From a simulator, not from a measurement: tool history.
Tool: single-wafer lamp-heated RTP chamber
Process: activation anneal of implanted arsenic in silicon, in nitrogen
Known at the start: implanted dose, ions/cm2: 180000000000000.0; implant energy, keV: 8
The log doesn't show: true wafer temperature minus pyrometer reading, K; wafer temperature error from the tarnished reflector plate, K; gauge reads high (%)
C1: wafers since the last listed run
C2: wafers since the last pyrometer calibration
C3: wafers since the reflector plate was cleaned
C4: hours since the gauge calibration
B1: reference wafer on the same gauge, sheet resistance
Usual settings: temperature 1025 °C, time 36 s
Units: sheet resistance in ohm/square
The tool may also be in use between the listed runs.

Run 1, hour 0.0: usual settings; C1 0; C2 1592; C3 12054; C4 228.3; B1 535.68. Result: sheet resistance 474.89 ohm/square.
Run 2, hour 7.3: usual settings; C1 120; C2 1713; C3 12174; C4 235.6; B1 535.18. Result: sheet resistance 472.29 ohm/square.
Run 3, hour 21.6: usual settings; C1 235; C2 1949; C3 12410; C4 249.9; B1 534.89. Result: sheet resistance 478.21 ohm/square.
Run 4, hour 37.6: usual settings; C1 263; C2 2213; C3 12674; C4 265.9; B1 535.14. Result: sheet resistance 475.66 ohm/square.
Run 5, hour 44.0: usual settings; C1 105; C2 2318; C3 12780; C4 272.3; B1 535.13. Result: sheet resistance 474.65 ohm/square.
Run 6, hour 51.2: usual settings; C1 118; C2 2437; C3 12899; C4 279.5; B1 535.04. Result: sheet resistance 476.27 ohm/square.
At hour 75.9: reflector plate cleaned.
Run 7, hour 76.4: usual settings but time 41 s; C1 283; C2 2721; C3 7; C4 304.7; B1 535.36. Result: sheet resistance 472.64 ohm/square.
Run 8, hour 86.6: usual settings but time 41 s; C1 168; C2 2889; C3 176; C4 314.9; B1 534.96. Result: sheet resistance 475.07 ohm/square.
Run 9, hour 93.0: usual settings but time 41 s; C1 105; C2 2995; C3 281; C4 321.3; B1 535.44. Result: sheet resistance 474.61 ohm/square.
Run 10, hour 101.8: usual settings; C1 145; C2 3140; C3 426; C4 330.1; B1 535.57. Result: sheet resistance 474.95 ohm/square.
Run 11, hour 119.2: usual settings but temperature 1002 °C; C1 287; C2 3427; C3 714; C4 347.5; B1 535.20. Result: sheet resistance 484.19 ohm/square.
Run 12, hour 133.0: usual settings but temperature 1002 °C; C1 227; C2 3655; C3 941; C4 361.3; B1 535.04. Result: sheet resistance 487.03 ohm/square.
Run 13, hour 144.6: usual settings but temperature 1002 °C; C1 191; C2 3846; C3 1133; C4 372.9; B1 535.42. Result: sheet resistance 484.77 ohm/square.
Run 14, hour 154.8: usual settings; C1 168; C2 4014; C3 1301; C4 383.1; B1 534.41. Result: sheet resistance 472.89 ohm/square.
Run 15, hour 170.4: usual settings but temperature 1049 °C, time 29 s; C1 257; C2 4272; C3 1558; C4 398.7; B1 535.53. Result: sheet resistance 464.04 ohm/square.
Run 16, hour 185.2: usual settings but temperature 1043 °C, time 31 s; C1 244; C2 4516; C3 1802; C4 413.5; B1 535.05. Result: sheet resistance 470.46 ohm/square.
Run 17, hour 194.4: usual settings; C1 151; C2 4668; C3 1954; C4 422.7; B1 535.10. Result: sheet resistance 473.07 ohm/square.
Run 18, hour 203.3: usual settings but time 27 s; C1 146; C2 4815; C3 2101; C4 431.6; B1 534.75. Result: sheet resistance 481.80 ohm/square.
Run 19, hour 218.9: usual settings but temperature 1000 °C, time 57 s; C1 257; C2 5072; C3 2359; C4 447.2; B1 535.57. Result: sheet resistance 477.04 ohm/square.
Run 20, hour 224.9: usual settings; C1 98; C2 5171; C3 2458; C4 453.2; B1 535.21. Result: sheet resistance 471.67 ohm/square.
At hour 235.8: pyrometer window cleaned and pyrometer calibrated.
Run 21, hour 238.7: usual settings but temperature 1043 °C; C1 95; C2 48; C3 2553; C4 467.0; B1 535.12. Result: sheet resistance 467.53 ohm/square.
Run 22, hour 247.7: usual settings; C1 148; C2 196; C3 2702; C4 476.0; B1 535.54. Result: sheet resistance 474.73 ohm/square.
Run 23, hour 262.3: usual settings but temperature 1046 °C, time 52 s; C1 240; C2 437; C3 2943; C4 490.6; B1 534.50. Result: sheet resistance 459.26 ohm/square.
Run 24, hour 270.2: usual settings but temperature 1037 °C, time 43 s; C1 130; C2 568; C3 3073; C4 498.5; B1 535.02. Result: sheet resistance 467.33 ohm/square.
At hour 284.9: gauge calibrated.
Run 25, hour 286.7: usual settings but temperature 999 °C, time 21 s; C1 272; C2 840; C3 3345; C4 1.8; B1 535.22. Result: sheet resistance 491.19 ohm/square.
Run 26, hour 296.5: usual settings but temperature 1010 °C, time 26 s; C1 161; C2 1001; C3 3507; C4 11.6; B1 534.44. Result: sheet resistance 486.01 ohm/square.
Run 27, hour 306.4: usual settings but temperature 1044 °C, time 46 s; C1 163; C2 1165; C3 3670; C4 21.5; B1 535.43. Result: sheet resistance 460.08 ohm/square.
Run 28, hour 316.5: usual settings; C1 166; C2 1331; C3 3837; C4 31.6; B1 535.25. Result: sheet resistance 474.55 ohm/square.
Run 29, hour 324.7: usual settings but temperature 1000 °C, time 16 s; C1 135; C2 1467; C3 3972; C4 39.8; B1 535.43. Result: sheet resistance 493.90 ohm/square.
Run 30, hour 338.1: usual settings but temperature 1040 °C, time 21 s; C1 221; C2 1688; C3 4193; C4 53.2; B1 535.31. Result: sheet resistance 477.91 ohm/square.
Run 31, hour 348.7: usual settings but temperature 1006 °C, time 50 s; C1 174; C2 1863; C3 4368; C4 63.8; B1 535.53. Result: sheet resistance 477.86 ohm/square.
Run 32, hour 366.6: usual settings but temperature 1053 °C, time 48 s; C1 295; C2 2158; C3 4664; C4 81.7; B1 535.17. Result: sheet resistance 452.66 ohm/square.
Run 33, hour 374.1: usual settings; C1 123; C2 2282; C3 4787; C4 89.2; B1 534.86. Result: sheet resistance 476.53 ohm/square.
Run 34, hour 387.3: usual settings but temperature 996 °C; C1 217; C2 2500; C3 5005; C4 102.4; B1 535.33. Result: sheet resistance 487.65 ohm/square.
Run 35, hour 398.8: usual settings but temperature 999 °C, time 25 s; C1 189; C2 2689; C3 5195; C4 113.9; B1 535.85. Result: sheet resistance 492.27 ohm/square.
Run 36, hour 409.8: usual settings; C1 181; C2 2871; C3 5376; C4 124.9; B1 534.92. Result: sheet resistance 476.44 ohm/square.

The tool's hidden state at each run:
true wafer temperature minus pyrometer reading, K: 0 in every run
wafer temperature error from the tarnished reflector plate, K: 0 in every run
gauge reads high (%): 0 in every run
